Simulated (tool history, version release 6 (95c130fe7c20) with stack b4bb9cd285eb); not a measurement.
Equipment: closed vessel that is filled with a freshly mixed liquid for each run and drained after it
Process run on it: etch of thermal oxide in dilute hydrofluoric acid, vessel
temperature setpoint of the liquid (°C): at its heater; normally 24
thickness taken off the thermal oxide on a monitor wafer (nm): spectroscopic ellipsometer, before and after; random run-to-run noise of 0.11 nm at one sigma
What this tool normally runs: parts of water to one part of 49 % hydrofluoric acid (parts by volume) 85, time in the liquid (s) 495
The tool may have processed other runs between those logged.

| run | hour | temperature setpoint of the liquid (°C) | parts of water to one part of 49 % hydrofluoric acid (parts by volume) | time in the liquid (s) | wafers since the last listed run | hours since the thermometer was replaced | hours since the hydrofluoric acid flow meter was replaced | hours since the gauge calibration | read-back film thickness of the thermal oxide reference wafer, read on the same gauge (nm) | thickness taken off the thermal oxide on a monitor wafer (nm) |
|---|---|---|---|---|---|---|---|---|---|---|
| 1 | 0 | 24 | 85 | 495 | 0 | 665.7 | 1675.4 | 744.8 | 100.01 | 26.82 |
| 2 | 65.6 | 24 | 85 | 495 | 3896 | 731.3 | 1741 | 810.4 | 100.01 | 26.81 |
| 3 | 103 | 24 | 85 | 495 | 2221 | 768.7 | 1778.4 | 847.8 | 100.01 | 26.94 |
| 4 | 139.8 | 24 | 85 | 495 | 2185 | 805.5 | 1815.2 | 884.6 | 100 | 26.79 |
| 5 | 177.5 | 24 | 60 | 410 | 2239 | 843.2 | 1852.9 | 922.3 | 99.99 | 32.85 |
| 6 | 237.1 | 24 | 85 | 495 | 3539 | 902.8 | 1912.5 | 981.9 | 100.02 | 27.09 |
| 7 | 262.1 | 24 | 85 | 495 | 1484 | 927.8 | 1937.5 | 1006.9 | 99.97 | 26.88 |
| 8 | 319.9 | 24 | 85 | 495 | 3432 | 985.6 | 1995.3 | 1064.7 | 99.99 | 27.15 |
| 9 | 349.2 | 20.5 | 85 | 645 | 1740 | 1014.9 | 2024.6 | 1094 | 100.01 | 30.6 |
|  | 408.2 | thermometer replaced |
| 10 | 417.1 | 24 | 70 | 495 | 3973 | 8.9 | 2092.5 | 1161.9 | 100.01 | 32.62 |
|  | 458.1 | hydrofluoric acid flow meter replaced |
|  | 469.1 | gauge calibrated |
| 11 | 479.9 | 24 | 70 | 495 | 3670 | 71.7 | 21.8 | 10.8 | 99.98 | 32.67 |
| 12 | 608.2 | 19 | 60 | 280 | 7619 | 200 | 150.1 | 139.1 | 99.99 | 17.85 |
| 13 | 642.3 | 22 | 85 | 495 | 2025 | 234.1 | 184.2 | 173.2 | 100.01 | 24.3 |
| 14 | 669.1 | 24 | 85 | 495 | 1591 | 260.9 | 211 | 200 | 100.01 | 26.89 |
| 15 | 725.3 | 29 | 125 | 255 | 3337 | 317.1 | 267.2 | 256.2 | 99.98 | 10.77 |
| 16 | 756.3 | 24 | 85 | 640 | 1841 | 348.1 | 298.2 | 287.2 | 99.99 | 34.44 |
| 17 | 820.1 | 19 | 100 | 495 | 3789 | 411.9 | 362 | 351 | 100.01 | 18.23 |
| 18 | 867.7 | 28 | 100 | 385 | 2827 | 459.5 | 409.6 | 398.6 | 99.99 | 20.28 |
| 19 | 895.2 | 24 | 85 | 495 | 1633 | 487 | 437.1 | 426.1 | 100.02 | 26.77 |
| 20 | 943.4 | 24 | 85 | 495 | 2862 | 535.2 | 485.3 | 474.3 | 100.02 | 26.84 |
| 21 | 1012.9 | 21.5 | 105 | 355 | 4127 | 604.7 | 554.8 | 543.8 | 100.01 | 13.73 |
| 22 | 1053.8 | 24 | 85 | 495 | 2429 | 645.6 | 595.7 | 584.7 | 99.99 | 26.89 |
| 23 | 1081.2 | 22 | 50 | 730 | 1627 | 673 | 623.1 | 612.1 | 99.98 | 65.36 |

Consider 4 possible next runs. They are alternatives, not a sequence: every one starts from the tool as it was left by run 23. What does each give?
| A | 1082 | 27.5 | 85 | 495 | 47 | 673.8 | 623.9 | 612.9 | ? | ? |
| B | 1082 | 24 | 85 | 400 | 47 | 673.8 | 623.9 | 612.9 | ? | ? |
| C | 1082 | 24 | 110 | 495 | 47 | 673.8 | 623.9 | 612.9 | ? | ? |
| D | 1082 | 20 | 85 | 600 | 47 | 673.8 | 623.9 | 612.9 | ? | ? |

| run | read-back film thickness of the thermal oxide reference wafer, read on the same gauge (nm) | thickness taken off the thermal oxide on a monitor wafer (nm) |
|---|---|---|
| A | 100.02 | 30.9 |
| B | 100.02 | 21.77 |
| C | 100.02 | 20.18 |
| D | 100.02 | 27.77 |
What these runs would have given with no unlogged condition in the tool:
| run | thickness taken off the thermal oxide on a monitor wafer (nm) |
|---|---|
| A | 30.02 |
| B | 21.13 |
| C | 19.59 |
| D | 26.93 |
